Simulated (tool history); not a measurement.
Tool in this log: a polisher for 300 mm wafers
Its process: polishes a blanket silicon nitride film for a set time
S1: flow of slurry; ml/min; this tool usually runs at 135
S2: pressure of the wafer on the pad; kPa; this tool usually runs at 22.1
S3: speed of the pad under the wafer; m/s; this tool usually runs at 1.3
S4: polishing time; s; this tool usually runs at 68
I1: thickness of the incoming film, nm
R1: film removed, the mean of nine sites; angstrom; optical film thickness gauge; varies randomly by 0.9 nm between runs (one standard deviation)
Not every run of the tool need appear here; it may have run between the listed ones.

{"run": 1, "hour": 0.0, "S1": 135, "S2": 22.1, "S3": 1.3, "S4": 84, "I1": 501, "R1": 1613}
{"run": 2, "hour": 66.3, "S1": 135, "S2": 22.1, "S3": 1.3, "S4": 84, "I1": 515.2, "R1": 1607}
{"hour": 148.9, "done": "worn pad replaced by a new one"}
{"run": 3, "hour": 149.4, "S1": 135, "S2": 22.1, "S3": 1.3, "S4": 84, "I1": 508.6, "R1": 1653}
{"run": 4, "hour": 209.7, "S1": 135, "S2": 22.1, "S3": 1.3, "S4": 68, "I1": 517.5, "R1": 1330}
{"run": 5, "hour": 298.0, "S1": 135, "S2": 22.1, "S3": 1.3, "S4": 68, "I1": 510, "R1": 1300}
{"run": 6, "hour": 334.1, "S1": 135, "S2": 22.1, "S3": 1.3, "S4": 68, "I1": 507.8, "R1": 1293}
{"run": 7, "hour": 379.1, "S1": 135, "S2": 17.2, "S3": 1.3, "S4": 68, "I1": 511.7, "R1": 1108}
{"run": 8, "hour": 444.4, "S1": 135, "S2": 17.2, "S3": 1.3, "S4": 68, "I1": 501.2, "R1": 1087}
{"hour": 483.1, "done": "worn pad replaced by a new one"}
{"run": 9, "hour": 485.3, "S1": 135, "S2": 17.2, "S3": 1.3, "S4": 68, "I1": 511.2, "R1": 1018}
{"hour": 495.7, "done": "slurry nozzle cleaned"}
{"run": 10, "hour": 556.3, "S1": 135, "S2": 22.1, "S3": 1.3, "S4": 68, "I1": 516.2, "R1": 1171}
{"hour": 568.3, "done": "head pressure recalibrated"}
{"run": 11, "hour": 646.3, "S1": 135, "S2": 22.1, "S3": 1.3, "S4": 68, "I1": 517.9, "R1": 1160}
{"hour": 699.5, "done": "worn pad replaced by a new one, repeated, since the last time left the tool worse"}
{"run": 12, "hour": 700.0, "S1": 135, "S2": 27.6, "S3": 1.3, "S4": 68, "I1": 507.2, "R1": 1538}
{"run": 13, "hour": 747.5, "S1": 165, "S2": 22.1, "S3": 1, "S4": 68, "I1": 515.7, "R1": 1122}
{"run": 14, "hour": 844.7, "S1": 175, "S2": 20, "S3": 1.3, "S4": 56, "I1": 513.1, "R1": 1063}
{"run": 15, "hour": 892.3, "S1": 175, "S2": 28.3, "S3": 1.3, "S4": 88, "I1": 505.6, "R1": 2067}
{"run": 16, "hour": 993.1, "S1": 135, "S2": 22.1, "S3": 1.3, "S4": 68, "I1": 507.9, "R1": 1254}
{"run": 17, "hour": 1033.6, "S1": 170, "S2": 18.6, "S3": 1.3, "S4": 49, "I1": 507.2, "R1": 827}
{"hour": 1041.2, "done": "worn pad replaced by a new one"}
{"run": 18, "hour": 1126.9, "S1": 160, "S2": 26.2, "S3": 1.3, "S4": 68, "I1": 508.5, "R1": 1524}
{"hour": 1139.3, "done": "slurry nozzle cleaned"}
{"run": 19, "hour": 1190.0, "S1": 135, "S2": 17.9, "S3": 1.62, "S4": 57, "I1": 503, "R1": 1158}
{"run": 20, "hour": 1282.2, "S1": 135, "S2": 29, "S3": 1.3, "S4": 68, "I1": 508.9, "R1": 1555}
{"hour": 1336.5, "done": "worn pad replaced by a new one"}
{"run": 21, "hour": 1366.4, "S1": 135, "S2": 17.2, "S3": 1.3, "S4": 76, "I1": 506, "R1": 1267}
{"run": 22, "hour": 1466.4, "S1": 165, "S2": 22.1, "S3": 1, "S4": 68, "I1": 512.5, "R1": 1102}
{"run": 23, "hour": 1551.4, "S1": 135, "S2": 22.1, "S3": 1.3, "S4": 68, "I1": 518.7, "R1": 1297}

Below are 5 alternative next runs, each starting from the tool's condition after run 23. Predict each:
{"run": "A", "hour": 1551.9, "S1": 135, "S2": 26.2, "S3": 1.3, "S4": 68, "I1": 511.9, "R1": "?"}
{"run": "B", "hour": 1551.9, "S1": 135, "S2": 22.1, "S3": 1.3, "S4": 82, "I1": 511.9, "R1": "?"}
{"run": "C", "hour": 1551.9, "S1": 90, "S2": 17.9, "S3": 0.88, "S4": 75, "I1": 511.9, "R1": "?"}
{"run": "D", "hour": 1551.9, "S1": 135, "S2": 22.1, "S3": 1.3, "S4": 52, "I1": 511.9, "R1": "?"}
{"run": "E", "hour": 1551.9, "S1": 150, "S2": 22.1, "S3": 0.98, "S4": 68, "I1": 511.9, "R1": "?"}

run=A R1=1424
run=B R1=1530
run=C R1=858
run=D R1=970
run=E R1=1039
With no hidden state in the tool, these same runs would have given:
run=A R1=1481
run=B R1=1591
run=C R1=892
run=D R1=1009
run=E R1=1080
